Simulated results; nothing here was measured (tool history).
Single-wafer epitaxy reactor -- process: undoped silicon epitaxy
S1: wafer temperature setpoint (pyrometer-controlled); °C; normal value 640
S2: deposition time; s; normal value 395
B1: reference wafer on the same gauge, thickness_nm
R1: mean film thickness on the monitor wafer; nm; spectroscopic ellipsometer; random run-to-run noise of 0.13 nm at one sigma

run,hour,S1,S2,B1,R1
1,0,640,395,43.208,49.502
# hour 5.3: gauge calibrated
2,48.4,630,395,43.207,40.482
3,66.2,630,395,43.167,40.625
4,77.4,630,395,43.168,40.606
5,89.5,640,395,43.196,49.54
6,106.6,640,437,43.205,54.643
7,120.9,640,437,43.228,54.717
8,138.5,640,395,43.171,49.525
9,152.4,640,395,43.201,49.646
10,165.6,640,395,43.21,49.646
11,178.4,640,395,43.199,49.678
12,188.1,640,395,43.204,49.531
13,202.6,640,395,43.179,49.601
14,212.6,640,395,43.208,49.406
15,219.5,640,395,43.188,49.39
16,234.7,640,395,43.191,49.574
17,242.7,645,395,43.223,54.55
18,250.8,640,395,43.211,49.539
19,265.3,640,395,43.222,49.598
20,273,640,395,43.194,49.339
21,286.2,640,395,43.184,49.595
22,301,640,395,43.188,49.465
# hour 310.6: pyrometer calibrated
23,313.7,626,323,43.194,30.787
24,327.6,631,366,43.206,38.396
25,338.7,634,332,43.226,36.851
26,347,652,395,43.202,62.618
27,362.4,646,395,43.198,55.801
28,375.8,636,331,43.178,38.464
29,386,640,395,43.209,49.462
30,397.8,653,342,43.178,55.163
31,407.7,640,473,43.206,59.384
# hour 415.2: gauge calibrated
32,416.2,636,446,43.206,51.536
33,427.6,640,352,43.199,44.121

Estimate the outcome of run 34 from the log above:
34,442.4,631,395,?,?

Logged for run 34: B1 43.207, R1 41.531 nm.
On a tool with no hidden condition, and with the same random variation, this run would have come out at R1 41.531 nm.
